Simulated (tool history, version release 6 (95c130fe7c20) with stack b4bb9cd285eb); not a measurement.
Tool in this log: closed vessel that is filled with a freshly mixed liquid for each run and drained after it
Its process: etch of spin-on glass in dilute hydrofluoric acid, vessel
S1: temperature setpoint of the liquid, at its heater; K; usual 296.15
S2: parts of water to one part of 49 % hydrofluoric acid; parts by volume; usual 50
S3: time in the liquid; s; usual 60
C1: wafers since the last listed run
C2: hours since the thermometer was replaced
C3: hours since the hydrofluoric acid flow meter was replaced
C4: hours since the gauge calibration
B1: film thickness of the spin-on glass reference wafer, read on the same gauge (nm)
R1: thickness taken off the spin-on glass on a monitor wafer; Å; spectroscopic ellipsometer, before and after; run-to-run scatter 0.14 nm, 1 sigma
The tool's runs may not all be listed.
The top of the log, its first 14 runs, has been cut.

{"run": 15, "hour": 204.5, "S1": 299.15, "S2": 35, "S3": 30, "C1": 1230, "C2": 2140.1, "C3": 1852.9, "C4": 339.3, "B1": 40.02, "R1": 335.4}
{"run": 16, "hour": 220.3, "S1": 300.65, "S2": 75, "S3": 75, "C1": 1964, "C2": 2155.9, "C3": 1868.7, "C4": 355.1, "B1": 39.96, "R1": 392.1}
{"hour": 234.6, "done": "gauge calibrated"}
{"run": 17, "hour": 236.3, "S1": 294.15, "S2": 65, "S3": 75, "C1": 1988, "C2": 2171.9, "C3": 1884.7, "C4": 1.7, "B1": 40.04, "R1": 351.2}
{"run": 18, "hour": 254.0, "S1": 296.15, "S2": 50, "S3": 60, "C1": 2200, "C2": 2189.6, "C3": 1902.4, "C4": 19.4, "B1": 39.96, "R1": 404.1}
{"hour": 269.5, "done": "hydrofluoric acid flow meter replaced"}
{"run": 19, "hour": 271.7, "S1": 292.15, "S2": 40, "S3": 85, "C1": 2075, "C2": 2207.3, "C3": 2.2, "C4": 37.1, "B1": 40.0, "R1": 613.1}
{"run": 20, "hour": 282.5, "S1": 295.15, "S2": 50, "S3": 60, "C1": 1342, "C2": 2218.1, "C3": 13.0, "C4": 47.9, "B1": 39.97, "R1": 388.8}
{"hour": 293.7, "done": "thermometer replaced"}
{"run": 21, "hour": 294.2, "S1": 296.15, "S2": 75, "S3": 90, "C1": 1330, "C2": 0.5, "C3": 24.7, "C4": 59.6, "B1": 39.99, "R1": 433.4}
{"run": 22, "hour": 304.2, "S1": 296.15, "S2": 50, "S3": 75, "C1": 1243, "C2": 10.5, "C3": 34.7, "C4": 69.6, "B1": 39.93, "R1": 557.6}
{"run": 23, "hour": 333.6, "S1": 292.15, "S2": 35, "S3": 75, "C1": 3654, "C2": 39.9, "C3": 64.1, "C4": 99.0, "B1": 40.03, "R1": 685.0}
{"run": 24, "hour": 347.9, "S1": 296.15, "S2": 50, "S3": 60, "C1": 1777, "C2": 54.2, "C3": 78.4, "C4": 113.3, "B1": 39.98, "R1": 446.6}
{"run": 25, "hour": 363.2, "S1": 296.15, "S2": 50, "S3": 85, "C1": 1901, "C2": 69.5, "C3": 93.7, "C4": 128.6, "B1": 40.0, "R1": 634.3}
{"run": 26, "hour": 376.7, "S1": 296.15, "S2": 35, "S3": 85, "C1": 1678, "C2": 83.0, "C3": 107.2, "C4": 142.1, "B1": 39.99, "R1": 914.2}
{"run": 27, "hour": 390.7, "S1": 296.15, "S2": 50, "S3": 60, "C1": 1740, "C2": 97.0, "C3": 121.2, "C4": 156.1, "B1": 40.0, "R1": 446.0}
{"run": 28, "hour": 399.2, "S1": 296.15, "S2": 50, "S3": 40, "C1": 1056, "C2": 105.5, "C3": 129.7, "C4": 164.6, "B1": 40.02, "R1": 295.4}
{"run": 29, "hour": 439.6, "S1": 300.15, "S2": 50, "S3": 75, "C1": 5022, "C2": 145.9, "C3": 170.1, "C4": 205.0, "B1": 40.01, "R1": 651.5}
{"run": 30, "hour": 457.3, "S1": 293.65, "S2": 30, "S3": 40, "C1": 2200, "C2": 163.6, "C3": 187.8, "C4": 222.7, "B1": 39.98, "R1": 455.9}
{"run": 31, "hour": 467.0, "S1": 293.15, "S2": 50, "S3": 45, "C1": 1205, "C2": 173.3, "C3": 197.5, "C4": 232.4, "B1": 39.99, "R1": 293.3}
{"run": 32, "hour": 478.6, "S1": 296.15, "S2": 70, "S3": 60, "C1": 1442, "C2": 184.9, "C3": 209.1, "C4": 244.0, "B1": 40.05, "R1": 308.8}
{"run": 33, "hour": 491.6, "S1": 296.15, "S2": 50, "S3": 60, "C1": 1616, "C2": 197.9, "C3": 222.1, "C4": 257.0, "B1": 40.02, "R1": 443.5}
{"run": 34, "hour": 507.7, "S1": 296.15, "S2": 60, "S3": 35, "C1": 2001, "C2": 214.0, "C3": 238.2, "C4": 273.1, "B1": 39.97, "R1": 213.8}

Alternative continuations, all from the tool just after run 34; predict every row:
{"run": "A", "hour": 508.4, "S1": 296.15, "S2": 55, "S3": 60, "C1": 87, "C2": 214.7, "C3": 238.9, "C4": 273.8, "B1": "?", "R1": "?"}
{"run": "B", "hour": 508.4, "S1": 291.15, "S2": 50, "S3": 70, "C1": 87, "C2": 214.7, "C3": 238.9, "C4": 273.8, "B1": "?", "R1": "?"}
{"run": "C", "hour": 508.4, "S1": 298.15, "S2": 65, "S3": 45, "C1": 87, "C2": 214.7, "C3": 238.9, "C4": 273.8, "B1": "?", "R1": "?"}
{"run": "D", "hour": 508.4, "S1": 297.65, "S2": 25, "S3": 75, "C1": 87, "C2": 214.7, "C3": 238.9, "C4": 273.8, "B1": "?", "R1": "?"}

run=A B1=40.03 R1=400.2
run=B B1=40.03 R1=418.2
run=C B1=40.03 R1=272.1
run=D B1=40.03 R1=1219.0
Take away the tool's hidden state, keep each run's random variation, and the runs would have read:
run=A R1=404.6
run=B R1=422.9
run=C R1=275.0
run=D R1=1232.3
